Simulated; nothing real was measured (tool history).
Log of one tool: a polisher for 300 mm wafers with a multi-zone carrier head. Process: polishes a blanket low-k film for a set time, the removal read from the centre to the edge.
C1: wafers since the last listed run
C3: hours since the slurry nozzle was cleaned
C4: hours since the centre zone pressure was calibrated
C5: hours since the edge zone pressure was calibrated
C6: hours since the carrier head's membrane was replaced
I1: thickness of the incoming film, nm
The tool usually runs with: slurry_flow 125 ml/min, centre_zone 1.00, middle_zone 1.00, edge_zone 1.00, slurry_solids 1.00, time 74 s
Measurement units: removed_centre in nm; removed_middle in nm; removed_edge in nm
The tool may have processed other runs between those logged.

{"run": 1, "hour": 0.0, "slurry_flow": 105, "centre_zone": 1.0, "middle_zone": 1.0, "edge_zone": 1.0, "slurry_solids": 1.0, "time": 87, "C1": 0, "wafers polished on this pad": 657, "C3": 340.9, "C4": 895.3, "C5": 1224.5, "C6": 1504.7, "I1": 502.6, "removed_centre": 58.3, "removed_middle": 51.0, "removed_edge": 52.6}
{"run": 2, "hour": 16.8, "slurry_flow": 125, "centre_zone": 1.0, "middle_zone": 1.0, "edge_zone": 1.0, "slurry_solids": 1.0, "time": 74, "C1": 162, "wafers polished on this pad": 819, "C3": 357.7, "C4": 912.1, "C5": 1241.3, "C6": 1521.5, "I1": 493.3, "removed_centre": 51.0, "removed_middle": 46.1, "removed_edge": 45.4}
{"hour": 40.3, "done": "worn pad replaced by a new one"}
{"run": 3, "hour": 48.3, "slurry_flow": 125, "centre_zone": 1.0, "middle_zone": 1.0, "edge_zone": 1.0, "slurry_solids": 1.2, "time": 74, "C1": 265, "wafers polished on this pad": 77, "C3": 389.2, "C4": 943.6, "C5": 1272.8, "C6": 1553.0, "I1": 511.5, "removed_centre": 54.1, "removed_middle": 49.3, "removed_edge": 48.3}
{"run": 4, "hour": 61.2, "slurry_flow": 125, "centre_zone": 1.0, "middle_zone": 1.0, "edge_zone": 1.0, "slurry_solids": 1.0, "time": 74, "C1": 124, "wafers polished on this pad": 201, "C3": 402.1, "C4": 956.5, "C5": 1285.7, "C6": 1565.9, "I1": 493.2, "removed_centre": 51.5, "removed_middle": 46.9, "removed_edge": 45.4}
{"run": 5, "hour": 91.7, "slurry_flow": 125, "centre_zone": 1.0, "middle_zone": 1.0, "edge_zone": 1.0, "slurry_solids": 0.9, "time": 74, "C1": 294, "wafers polished on this pad": 496, "C3": 432.6, "C4": 987.0, "C5": 1316.2, "C6": 1596.4, "I1": 502.6, "removed_centre": 49.5, "removed_middle": 43.9, "removed_edge": 43.9}
{"run": 6, "hour": 107.0, "slurry_flow": 125, "centre_zone": 1.0, "middle_zone": 1.0, "edge_zone": 1.0, "slurry_solids": 0.9, "time": 74, "C1": 147, "wafers polished on this pad": 644, "C3": 447.9, "C4": 1002.3, "C5": 1331.5, "C6": 1611.7, "I1": 502.7, "removed_centre": 50.5, "removed_middle": 44.8, "removed_edge": 44.1}
{"hour": 128.2, "done": "worn pad replaced by a new one"}
{"run": 7, "hour": 136.6, "slurry_flow": 125, "centre_zone": 0.94, "middle_zone": 1.0, "edge_zone": 1.0, "slurry_solids": 1.0, "time": 74, "C1": 247, "wafers polished on this pad": 80, "C3": 477.5, "C4": 1031.9, "C5": 1361.1, "C6": 1641.3, "I1": 491.6, "removed_centre": 49.2, "removed_middle": 46.1, "removed_edge": 45.2}
{"run": 8, "hour": 154.5, "slurry_flow": 125, "centre_zone": 1.0, "middle_zone": 1.0, "edge_zone": 1.0, "slurry_solids": 1.0, "time": 74, "C1": 172, "wafers polished on this pad": 253, "C3": 495.4, "C4": 1049.8, "C5": 1379.0, "C6": 1659.2, "I1": 497.6, "removed_centre": 52.0, "removed_middle": 45.8, "removed_edge": 45.6}
{"run": 9, "hour": 179.4, "slurry_flow": 125, "centre_zone": 1.0, "middle_zone": 1.0, "edge_zone": 1.0, "slurry_solids": 1.0, "time": 74, "C1": 240, "wafers polished on this pad": 494, "C3": 520.3, "C4": 1074.7, "C5": 1403.9, "C6": 1684.1, "I1": 500.4, "removed_centre": 52.2, "removed_middle": 46.3, "removed_edge": 45.6}
{"run": 10, "hour": 200.5, "slurry_flow": 125, "centre_zone": 1.0, "middle_zone": 1.0, "edge_zone": 1.0, "slurry_solids": 1.0, "time": 74, "C1": 203, "wafers polished on this pad": 698, "C3": 541.4, "C4": 1095.8, "C5": 1425.0, "C6": 1705.2, "I1": 501.3, "removed_centre": 52.8, "removed_middle": 46.0, "removed_edge": 45.7}
{"hour": 227.3, "done": "worn pad replaced by a new one"}
{"hour": 236.4, "done": "carrier head's membrane replaced by a new one"}
{"run": 11, "hour": 236.9, "slurry_flow": 95, "centre_zone": 1.0, "middle_zone": 1.0, "edge_zone": 1.0, "slurry_solids": 0.9, "time": 61, "C1": 264, "wafers polished on this pad": 44, "C3": 577.8, "C4": 1132.2, "C5": 1461.4, "C6": 0.5, "I1": 495.5, "removed_centre": 37.8, "removed_middle": 34.0, "removed_edge": 34.7}
{"run": 12, "hour": 270.1, "slurry_flow": 125, "centre_zone": 1.0, "middle_zone": 1.0, "edge_zone": 1.0, "slurry_solids": 1.3, "time": 85, "C1": 320, "wafers polished on this pad": 364, "C3": 611.0, "C4": 1165.4, "C5": 1494.6, "C6": 33.7, "I1": 500.9, "removed_centre": 65.8, "removed_middle": 57.2, "removed_edge": 57.2}
{"run": 13, "hour": 287.1, "slurry_flow": 160, "centre_zone": 1.06, "middle_zone": 1.0, "edge_zone": 1.0, "slurry_solids": 1.0, "time": 74, "C1": 164, "wafers polished on this pad": 528, "C3": 628.0, "C4": 1182.4, "C5": 1511.6, "C6": 50.7, "I1": 501.4, "removed_centre": 57.8, "removed_middle": 48.4, "removed_edge": 47.5}
{"hour": 311.0, "done": "edge zone pressure recalibrated"}
{"run": 14, "hour": 311.5, "slurry_flow": 125, "centre_zone": 1.11, "middle_zone": 1.0, "edge_zone": 1.05, "slurry_solids": 1.0, "time": 94, "C1": 216, "wafers polished on this pad": 745, "C3": 652.4, "C4": 1206.8, "C5": 0.5, "C6": 75.1, "I1": 493.4, "removed_centre": 73.2, "removed_middle": 58.1, "removed_edge": 59.2}
{"hour": 325.8, "done": "centre zone pressure recalibrated"}
{"hour": 327.9, "done": "worn pad replaced by a new one"}
{"hour": 350.9, "done": "slurry nozzle cleaned"}
{"run": 15, "hour": 374.7, "slurry_flow": 125, "centre_zone": 1.0, "middle_zone": 1.0, "edge_zone": 1.0, "slurry_solids": 1.0, "time": 74, "C1": 560, "wafers polished on this pad": 442, "C3": 23.8, "C4": 48.9, "C5": 63.7, "C6": 138.3, "I1": 503.5, "removed_centre": 46.9, "removed_middle": 45.8, "removed_edge": 45.2}
{"run": 16, "hour": 393.9, "slurry_flow": 100, "centre_zone": 1.0, "middle_zone": 1.0, "edge_zone": 1.0, "slurry_solids": 1.15, "time": 99, "C1": 185, "wafers polished on this pad": 627, "C3": 43.0, "C4": 68.1, "C5": 82.9, "C6": 157.5, "I1": 504.4, "removed_centre": 61.7, "removed_middle": 60.9, "removed_edge": 60.9}
{"hour": 418.7, "done": "worn pad replaced by a new one"}
{"run": 17, "hour": 419.2, "slurry_flow": 125, "centre_zone": 1.09, "middle_zone": 1.0, "edge_zone": 1.0, "slurry_solids": 0.85, "time": 74, "C1": 205, "wafers polished on this pad": 4, "C3": 68.3, "C4": 93.4, "C5": 108.2, "C6": 182.8, "I1": 493.2, "removed_centre": 48.9, "removed_middle": 43.3, "removed_edge": 43.6}
{"run": 18, "hour": 446.9, "slurry_flow": 125, "centre_zone": 1.0, "middle_zone": 1.0, "edge_zone": 1.0, "slurry_solids": 1.0, "time": 74, "C1": 267, "wafers polished on this pad": 272, "C3": 96.0, "C4": 121.1, "C5": 135.9, "C6": 210.5, "I1": 495.5, "removed_centre": 48.3, "removed_middle": 45.8, "removed_edge": 45.5}
{"run": 19, "hour": 467.6, "slurry_flow": 125, "centre_zone": 1.0, "middle_zone": 1.0, "edge_zone": 1.0, "slurry_solids": 1.0, "time": 74, "C1": 199, "wafers polished on this pad": 472, "C3": 116.7, "C4": 141.8, "C5": 156.6, "C6": 231.2, "I1": 505.4, "removed_centre": 47.7, "removed_middle": 46.1, "removed_edge": 46.1}
{"run": 20, "hour": 484.7, "slurry_flow": 150, "centre_zone": 1.0, "middle_zone": 1.0, "edge_zone": 0.95, "slurry_solids": 1.25, "time": 74, "C1": 165, "wafers polished on this pad": 637, "C3": 133.8, "C4": 158.9, "C5": 173.7, "C6": 248.3, "I1": 505.7, "removed_centre": 53.7, "removed_middle": 51.2, "removed_edge": 49.4}
{"hour": 519.4, "done": "worn pad replaced by a new one"}
{"run": 21, "hour": 519.9, "slurry_flow": 160, "centre_zone": 1.12, "middle_zone": 1.1, "edge_zone": 1.0, "slurry_solids": 1.0, "time": 91, "C1": 301, "wafers polished on this pad": 4, "C3": 169.0, "C4": 194.1, "C5": 208.9, "C6": 283.5, "I1": 496.6, "removed_centre": 71.2, "removed_middle": 64.0, "removed_edge": 58.5}

The tool's hidden state at each run:
removal rate lost through wear of the pad, %: 0 at every run
slurry flow missing at the pad, %: 0 at every run
deviation of the edge zone's pressure from its setpoint, %: 0 at every run
H1: deviation of the centre zone's pressure from its setpoint, %
run=1 H1=11.1
run=2 H1=11.1
run=3 H1=11.2
run=4 H1=11.3
run=5 H1=11.4
run=6 H1=11.4
run=7 H1=11.5
run=8 H1=11.5
run=9 H1=11.6
run=10 H1=11.7
run=11 H1=11.7
run=12 H1=11.8
run=13 H1=11.8
run=14 H1=11.9
run=15 H1=1.86
run=16 H1=2.35
run=17 H1=2.95
run=18 H1=3.57
run=19 H1=4.01
run=20 H1=4.36
run=21 H1=5.04
